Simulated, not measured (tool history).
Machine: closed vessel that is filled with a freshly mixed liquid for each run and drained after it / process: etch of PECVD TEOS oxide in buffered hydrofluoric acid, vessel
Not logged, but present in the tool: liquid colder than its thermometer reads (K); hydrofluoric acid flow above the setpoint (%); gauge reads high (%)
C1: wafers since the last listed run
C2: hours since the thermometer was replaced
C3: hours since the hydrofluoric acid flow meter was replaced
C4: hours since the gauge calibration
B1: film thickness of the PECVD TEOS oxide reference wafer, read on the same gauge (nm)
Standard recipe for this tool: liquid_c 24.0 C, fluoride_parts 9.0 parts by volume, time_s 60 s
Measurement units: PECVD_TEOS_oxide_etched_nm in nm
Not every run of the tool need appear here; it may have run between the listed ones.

run 1 hour=0.0 | liquid_c=21.0 fluoride_parts=9.0 time_s=60 | C1=0 C2=926.1 C3=329.2 C4=1942.1 | B1=109.99 | PECVD_TEOS_oxide_etched_nm=151.54
run 2 hour=106.8 | liquid_c=24.0 fluoride_parts=9.0 time_s=60 | C1=12229 C2=1032.9 C3=436.0 C4=2048.9 | B1=110.01 | PECVD_TEOS_oxide_etched_nm=181.82
-- hour=151.3 gauge calibrated
run 3 hour=167.4 | liquid_c=24.0 fluoride_parts=9.0 time_s=60 | C1=6939 C2=1093.5 C3=496.6 C4=16.1 | B1=109.98 | PECVD_TEOS_oxide_etched_nm=175.58
run 4 hour=243.3 | liquid_c=24.0 fluoride_parts=9.0 time_s=60 | C1=8691 C2=1169.4 C3=572.5 C4=92.0 | B1=110.01 | PECVD_TEOS_oxide_etched_nm=178.69
run 5 hour=324.6 | liquid_c=24.0 fluoride_parts=9.0 time_s=60 | C1=9309 C2=1250.7 C3=653.8 C4=173.3 | B1=109.98 | PECVD_TEOS_oxide_etched_nm=179.62
run 6 hour=369.5 | liquid_c=24.0 fluoride_parts=9.0 time_s=60 | C1=5141 C2=1295.6 C3=698.7 C4=218.2 | B1=109.99 | PECVD_TEOS_oxide_etched_nm=179.66
run 7 hour=413.5 | liquid_c=24.0 fluoride_parts=9.0 time_s=60 | C1=5038 C2=1339.6 C3=742.7 C4=262.2 | B1=110.01 | PECVD_TEOS_oxide_etched_nm=177.46
run 8 hour=464.2 | liquid_c=24.0 fluoride_parts=9.0 time_s=60 | C1=5805 C2=1390.3 C3=793.4 C4=312.9 | B1=110.00 | PECVD_TEOS_oxide_etched_nm=178.58
run 9 hour=571.6 | liquid_c=24.0 fluoride_parts=9.0 time_s=60 | C1=12298 C2=1497.7 C3=900.8 C4=420.3 | B1=110.00 | PECVD_TEOS_oxide_etched_nm=178.34
run 10 hour=652.5 | liquid_c=24.0 fluoride_parts=11.5 time_s=60 | C1=9263 C2=1578.6 C3=981.7 C4=501.2 | B1=109.98 | PECVD_TEOS_oxide_etched_nm=143.64
run 11 hour=736.0 | liquid_c=24.0 fluoride_parts=11.5 time_s=60 | C1=9561 C2=1662.1 C3=1065.2 C4=584.7 | B1=109.97 | PECVD_TEOS_oxide_etched_nm=144.35
-- hour=845.9 thermometer replaced
run 12 hour=931.3 | liquid_c=24.0 fluoride_parts=9.0 time_s=60 | C1=22248 C2=85.4 C3=1260.5 C4=780.0 | B1=109.99 | PECVD_TEOS_oxide_etched_nm=183.65
run 13 hour=1025.8 | liquid_c=28.0 fluoride_parts=11.0 time_s=80 | C1=10820 C2=179.9 C3=1355.0 C4=874.5 | B1=109.98 | PECVD_TEOS_oxide_etched_nm=262.01
-- hour=1052.6 hydrofluoric acid flow meter replaced
run 14 hour=1117.4 | liquid_c=27.0 fluoride_parts=7.5 time_s=60 | C1=10374 C2=271.5 C3=64.8 C4=966.1 | B1=110.00 | PECVD_TEOS_oxide_etched_nm=267.88
run 15 hour=1208.1 | liquid_c=24.0 fluoride_parts=9.0 time_s=60 | C1=10385 C2=362.2 C3=155.5 C4=1056.8 | B1=110.00 | PECVD_TEOS_oxide_etched_nm=184.35
run 16 hour=1294.9 | liquid_c=26.5 fluoride_parts=6.0 time_s=30 | C1=9939 C2=449.0 C3=242.3 C4=1143.6 | B1=109.98 | PECVD_TEOS_oxide_etched_nm=156.73
run 17 hour=1351.1 | liquid_c=26.5 fluoride_parts=11.5 time_s=40 | C1=6435 C2=505.2 C3=298.5 C4=1199.8 | B1=110.02 | PECVD_TEOS_oxide_etched_nm=115.73
run 18 hour=1443.6 | liquid_c=19.5 fluoride_parts=7.5 time_s=40 | C1=10591 C2=597.7 C3=391.0 C4=1292.3 | B1=109.99 | PECVD_TEOS_oxide_etched_nm=117.18
run 19 hour=1529.1 | liquid_c=25.5 fluoride_parts=11.0 time_s=60 | C1=9790 C2=683.2 C3=476.5 C4=1377.8 | B1=110.02 | PECVD_TEOS_oxide_etched_nm=168.07
run 20 hour=1603.5 | liquid_c=24.0 fluoride_parts=11.0 time_s=30 | C1=8519 C2=757.6 C3=550.9 C4=1452.2 | B1=109.99 | PECVD_TEOS_oxide_etched_nm=77.44
run 21 hour=1676.2 | liquid_c=24.0 fluoride_parts=9.0 time_s=60 | C1=8324 C2=830.3 C3=623.6 C4=1524.9 | B1=110.03 | PECVD_TEOS_oxide_etched_nm=185.25
run 22 hour=1779.1 | liquid_c=24.0 fluoride_parts=9.0 time_s=60 | C1=11782 C2=933.2 C3=726.5 C4=1627.8 | B1=110.00 | PECVD_TEOS_oxide_etched_nm=181.49
run 23 hour=1829.4 | liquid_c=24.0 fluoride_parts=9.0 time_s=60 | C1=5759 C2=983.5 C3=776.8 C4=1678.1 | B1=110.03 | PECVD_TEOS_oxide_etched_nm=180.10
run 24 hour=1912.3 | liquid_c=21.5 fluoride_parts=8.0 time_s=80 | C1=9492 C2=1066.4 C3=859.7 C4=1761.0 | B1=110.02 | PECVD_TEOS_oxide_etched_nm=233.90
run 25 hour=1965.2 | liquid_c=28.5 fluoride_parts=9.0 time_s=70 | C1=6057 C2=1119.3 C3=912.6 C4=1813.9 | B1=110.02 | PECVD_TEOS_oxide_etched_nm=270.52
run 26 hour=2011.0 | liquid_c=28.0 fluoride_parts=9.0 time_s=40 | C1=5244 C2=1165.1 C3=958.4 C4=1859.7 | B1=110.01 | PECVD_TEOS_oxide_etched_nm=147.61
run 27 hour=2062.6 | liquid_c=19.5 fluoride_parts=9.0 time_s=60 | C1=5908 C2=1216.7 C3=1010.0 C4=1911.3 | B1=109.99 | PECVD_TEOS_oxide_etched_nm=138.36
run 28 hour=2144.4 | liquid_c=21.5 fluoride_parts=11.5 time_s=80 | C1=9366 C2=1298.5 C3=1091.8 C4=1993.1 | B1=109.99 | PECVD_TEOS_oxide_etched_nm=168.47
-- hour=2213.4 gauge calibrated
run 29 hour=2245.4 | liquid_c=26.0 fluoride_parts=9.0 time_s=60 | C1=11565 C2=1399.5 C3=1192.8 C4=32.0 | B1=109.98 | PECVD_TEOS_oxide_etched_nm=198.32
run 30 hour=2332.5 | liquid_c=26.5 fluoride_parts=6.0 time_s=30 | C1=9973 C2=1486.6 C3=1279.9 C4=119.1 | B1=110.00 | PECVD_TEOS_oxide_etched_nm=152.96
-- hour=2395.3 hydrofluoric acid flow meter replaced
run 31 hour=2404.5 | liquid_c=24.0 fluoride_parts=5.5 time_s=60 | C1=8129 C2=1558.6 C3=9.2 C4=191.1 | B1=110.01 | PECVD_TEOS_oxide_etched_nm=283.59
run 32 hour=2459.9 | liquid_c=24.0 fluoride_parts=9.0 time_s=75 | C1=6343 C2=1614.0 C3=64.6 C4=246.5 | B1=110.02 | PECVD_TEOS_oxide_etched_nm=222.38
run 33 hour=2511.0 | liquid_c=24.0 fluoride_parts=9.0 time_s=60 | C1=5851 C2=1665.1 C3=115.7 C4=297.6 | B1=110.00 | PECVD_TEOS_oxide_etched_nm=181.47
run 34 hour=2554.6 | liquid_c=21.0 fluoride_parts=6.0 time_s=75 | C1=4992 C2=1708.7 C3=159.3 C4=341.2 | B1=110.00 | PECVD_TEOS_oxide_etched_nm=281.89

Each row is a separate what-if for the run after 34, all from the same tool condition, not one after another. Results?
run A hour=2555.3 | liquid_c=24.0 fluoride_parts=9.0 time_s=60 | C1=80 C2=1709.4 C3=160.0 C4=341.9 | B1=? | PECVD_TEOS_oxide_etched_nm=?
run B hour=2555.3 | liquid_c=26.5 fluoride_parts=9.0 time_s=60 | C1=80 C2=1709.4 C3=160.0 C4=341.9 | B1=? | PECVD_TEOS_oxide_etched_nm=?
run C hour=2555.3 | liquid_c=21.5 fluoride_parts=6.5 time_s=60 | C1=80 C2=1709.4 C3=160.0 C4=341.9 | B1=? | PECVD_TEOS_oxide_etched_nm=?

run=A B1=109.99 PECVD_TEOS_oxide_etched_nm=173.60
run=B B1=109.99 PECVD_TEOS_oxide_etched_nm=198.89
run=C B1=109.99 PECVD_TEOS_oxide_etched_nm=211.67
Had the tool no hidden state, the same runs would have come out as:
run=A PECVD_TEOS_oxide_etched_nm=183.16
run=B PECVD_TEOS_oxide_etched_nm=209.66
run=C PECVD_TEOS_oxide_etched_nm=223.51
